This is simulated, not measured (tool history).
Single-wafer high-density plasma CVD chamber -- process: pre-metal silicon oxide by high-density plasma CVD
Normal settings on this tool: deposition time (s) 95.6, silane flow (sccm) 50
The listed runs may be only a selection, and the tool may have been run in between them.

run,hour,deposition time (s),silane flow (sccm),wafers since the last listed run,hours since the silane flow controller was replaced,hours since the gauge calibration,"read-back reference wafer on the same gauge, thickness_nm",mean film thickness on the monitor wafer (Å)
1,0.0,95.6,50,0,149.2,370.5,421.227,4728.33
2,87.3,95.6,50,1091,236.5,457.8,420.729,4685.91
3,174.1,89.3,43,1084,323.3,544.6,420.134,3798.15
4,211.2,95.6,50,463,360.4,581.7,420.687,4716.35
5,248.0,95.6,50,459,397.2,618.5,420.875,4750.08
6,291.3,95.6,50,541,440.5,661.8,422.259,4690.94
7,333.1,95.6,50,522,482.3,703.6,419.929,4769.09
8,439.0,95.6,50,1323,588.2,809.5,420.593,4680.51
9,490.3,95.6,50,641,639.5,860.8,420.342,4716.95
10,556.2,85.2,50,823,705.4,926.7,419.893,4160.51
11,634.5,95.6,44,978,783.7,1005.0,421.227,4110.71
12,710.8,95.6,44,953,860.0,1081.3,420.290,4132.16
13,797.5,108.5,46,1083,946.7,1168.0,420.406,4852.29
14,893.3,108.5,46,1197,1042.5,1263.8,420.432,4864.45
15,951.6,108.5,46,728,1100.8,1322.1,421.012,4860.26
16,1040.7,95.6,50,1113,1189.9,1411.2,420.519,4695.13
17,1124.3,95.6,50,1044,1273.5,1494.8,421.458,4629.86
18,1168.9,95.6,50,557,1318.1,1539.4,420.951,4626.32
# hour 1199.4: gauge calibrated
19,1259.3,95.6,50,1129,1408.5,59.9,420.983,4647.04
20,1311.3,95.6,50,649,1460.5,111.9,422.603,4612.74
21,1368.9,107.8,43,719,1518.1,169.5,421.419,4527.49
22,1466.6,88.4,50,1221,1615.8,267.2,421.493,4252.96
23,1509.8,95.6,50,539,1659.0,310.4,421.150,4567.10
24,1584.2,95.6,50,929,1733.4,384.8,420.998,4596.76
25,1642.4,77.1,45,727,1791.6,443.0,420.308,3319.97
26,1686.9,113.9,50,556,1836.1,487.5,420.636,5502.38
27,1786.4,106.7,50,1243,1935.6,587.0,421.066,5127.64
28,1891.2,95.6,55,1309,2040.4,691.8,420.570,5051.95
29,1952.9,103.5,54,771,2102.1,753.5,420.091,5392.54
30,2010.8,95.6,45,723,2160.0,811.4,420.795,4107.98
31,2078.7,109.8,60,848,2227.9,879.3,420.574,6287.72
# hour 2117.7: silane flow controller replaced
32,2154.0,108.9,41,841,36.3,954.6,420.990,4405.75
33,2197.1,95.6,50,538,79.4,997.7,420.818,4686.13
34,2293.3,83.3,43,1202,175.6,1093.9,421.478,3559.34
35,2351.6,82.6,41,728,233.9,1152.2,420.756,3375.95
36,2429.2,89.1,42,969,311.5,1229.8,422.397,3678.99
37,2529.7,95.6,50,1256,412.0,1330.3,422.501,4732.25
38,2612.9,113.3,57,1039,495.2,1413.5,421.586,6377.21
39,2697.0,113.5,45,1051,579.3,1497.6,420.571,4947.85
40,2786.5,95.6,50,1118,668.8,1587.1,421.097,4723.91

For some of the steps in mean film thickness on the monitor wafer (Å) from one run to the next: how much would appear even if the tool had no hidden state, given the settings, what came in and random variation, and how much remains for the hidden state plus any gauge scatter that the measured result and the result without hidden state don't share?
What the log doesn't record here: delivered silane flow above the setpoint (%); gauge reads high (%).
Run 25 -> 26: deposition time (s) 77.1 -> 113.9, silane flow (sccm) 45 -> 50. mean film thickness on the monitor wafer (Å) +2182.41: hidden state -72.59, all else +2255.00.
Run 30 -> 31: deposition time (s) 95.6 -> 109.8, silane flow (sccm) 45 -> 60. mean film thickness on the monitor wafer (Å) +2179.74: hidden state -91.56, all else +2271.30.
Run 31 -> 32: deposition time (s) 109.8 -> 108.9, silane flow (sccm) 60 -> 41, silane flow controller replaced. mean film thickness on the monitor wafer (Å) -1881.97: hidden state +251.39, all else -2133.36.

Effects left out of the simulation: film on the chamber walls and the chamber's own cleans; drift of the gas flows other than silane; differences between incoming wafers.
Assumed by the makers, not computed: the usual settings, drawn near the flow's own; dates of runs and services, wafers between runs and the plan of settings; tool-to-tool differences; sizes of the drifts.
